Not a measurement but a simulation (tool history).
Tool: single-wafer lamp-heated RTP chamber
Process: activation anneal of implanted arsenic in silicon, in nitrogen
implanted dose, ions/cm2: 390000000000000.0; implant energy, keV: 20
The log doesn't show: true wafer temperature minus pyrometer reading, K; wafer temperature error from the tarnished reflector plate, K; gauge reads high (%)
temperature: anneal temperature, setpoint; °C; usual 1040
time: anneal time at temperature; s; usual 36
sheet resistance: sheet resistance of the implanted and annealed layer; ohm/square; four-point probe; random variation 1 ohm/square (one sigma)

| run | hour | temperature | time | wafers since the last listed run | wafers since the last pyrometer calibration | wafers since the reflector plate was cleaned | hours since the gauge calibration | read-back reference wafer on the same gauge, sheet resistance | sheet resistance |
|---|---|---|---|---|---|---|---|---|---|
| 1 | 0 | 1040 | 36 | 0 | 904 | 791 | 531.7 | 231.18 | 241.44 |
| 2 | 66.3 | 1040 | 36 | 522 | 1427 | 1314 | 598 | 230.66 | 241.14 |
| 3 | 124.8 | 1040 | 26 | 461 | 1888 | 1775 | 656.5 | 230.94 | 243.48 |
| 4 | 163.3 | 1040 | 26 | 303 | 2192 | 2078 | 695 | 231.11 | 245.8 |
| 5 | 187.6 | 1040 | 26 | 191 | 2383 | 2270 | 719.3 | 230.93 | 244.33 |
| 6 | 239.2 | 1040 | 36 | 406 | 2790 | 2677 | 770.9 | 231.41 | 242.41 |
|  | 271.7 | pyrometer window cleaned and pyrometer calibrated |
| 7 | 294.1 | 1040 | 36 | 369 | 176 | 3046 | 825.8 | 231.08 | 242.89 |
| 8 | 344.7 | 1040 | 36 | 398 | 575 | 3445 | 876.4 | 231.09 | 243.89 |
| 9 | 370.8 | 1040 | 36 | 205 | 780 | 3651 | 902.5 | 231.52 | 241.73 |
| 10 | 415.6 | 1040 | 44 | 353 | 1134 | 4004 | 947.3 | 230.74 | 240.51 |
| 11 | 474.2 | 1040 | 44 | 461 | 1596 | 4466 | 1005.9 | 231.05 | 241.32 |
| 12 | 502.9 | 1040 | 44 | 226 | 1822 | 4692 | 1034.6 | 230.67 | 240.74 |
| 13 | 549.8 | 1040 | 36 | 369 | 2191 | 5062 | 1081.5 | 231.25 | 242.73 |
| 14 | 598.7 | 1040 | 27 | 385 | 2577 | 5447 | 1130.4 | 230.97 | 243.16 |
| 15 | 632 | 1066 | 51 | 262 | 2839 | 5710 | 1163.7 | 230.79 | 232.29 |
|  | 655.2 | gauge calibrated |
|  | 662.3 | pyrometer window cleaned and pyrometer calibrated |
| 16 | 662.8 | 1040 | 36 | 179 | 4 | 5890 | 7.6 | 230.86 | 242.37 |
| 17 | 728.4 | 1040 | 36 | 517 | 521 | 6407 | 73.2 | 230.96 | 241.95 |
| 18 | 760.5 | 1012 | 36 | 253 | 774 | 6660 | 105.3 | 231.3 | 246.86 |
|  | 777.3 | reflector plate cleaned |
| 19 | 793 | 1049 | 43 | 193 | 967 | 123 | 137.8 | 230.91 | 239.39 |
| 20 | 980.9 | 1019 | 18 | 1481 | 2448 | 1604 | 325.7 | 231.05 | 249.55 |
|  | 1007.6 | pyrometer window cleaned and pyrometer calibrated |
| 21 | 1013.5 | 1049 | 36 | 193 | 46 | 1798 | 358.3 | 230.98 | 239.72 |
| 22 | 1073.8 | 1023 | 46 | 475 | 522 | 2274 | 418.6 | 231.31 | 244 |
| 23 | 1133.2 | 1017 | 25 | 468 | 990 | 2742 | 478 | 231.04 | 247.96 |
| 24 | 1158.4 | 1040 | 36 | 198 | 1189 | 2941 | 503.2 | 231.09 | 241.73 |
| 25 | 1187.4 | 1014 | 22 | 228 | 1417 | 3169 | 532.2 | 231.13 | 251.3 |
| 26 | 1232.8 | 1040 | 36 | 357 | 1775 | 3527 | 577.6 | 230.85 | 244.3 |
| 27 | 1270 | 1013 | 44 | 293 | 2068 | 3820 | 614.8 | 230.99 | 246.11 |

How the hidden state differs across the entries between the runs, from the last listed run before each to the first after it:
Between runs 6 and 7: pyrometer window cleaned and pyrometer calibrated (hour 271.7)
  no hidden state differs between the two runs
Between runs 15 and 16: gauge calibrated (hour 655.2); pyrometer window cleaned and pyrometer calibrated (hour 662.3)
  no hidden state differs between the two runs
Between runs 18 and 19: reflector plate cleaned (hour 777.3)
  no hidden state differs between the two runs
Between runs 20 and 21: pyrometer window cleaned and pyrometer calibrated (hour 1007.6)
  no hidden state differs between the two runs

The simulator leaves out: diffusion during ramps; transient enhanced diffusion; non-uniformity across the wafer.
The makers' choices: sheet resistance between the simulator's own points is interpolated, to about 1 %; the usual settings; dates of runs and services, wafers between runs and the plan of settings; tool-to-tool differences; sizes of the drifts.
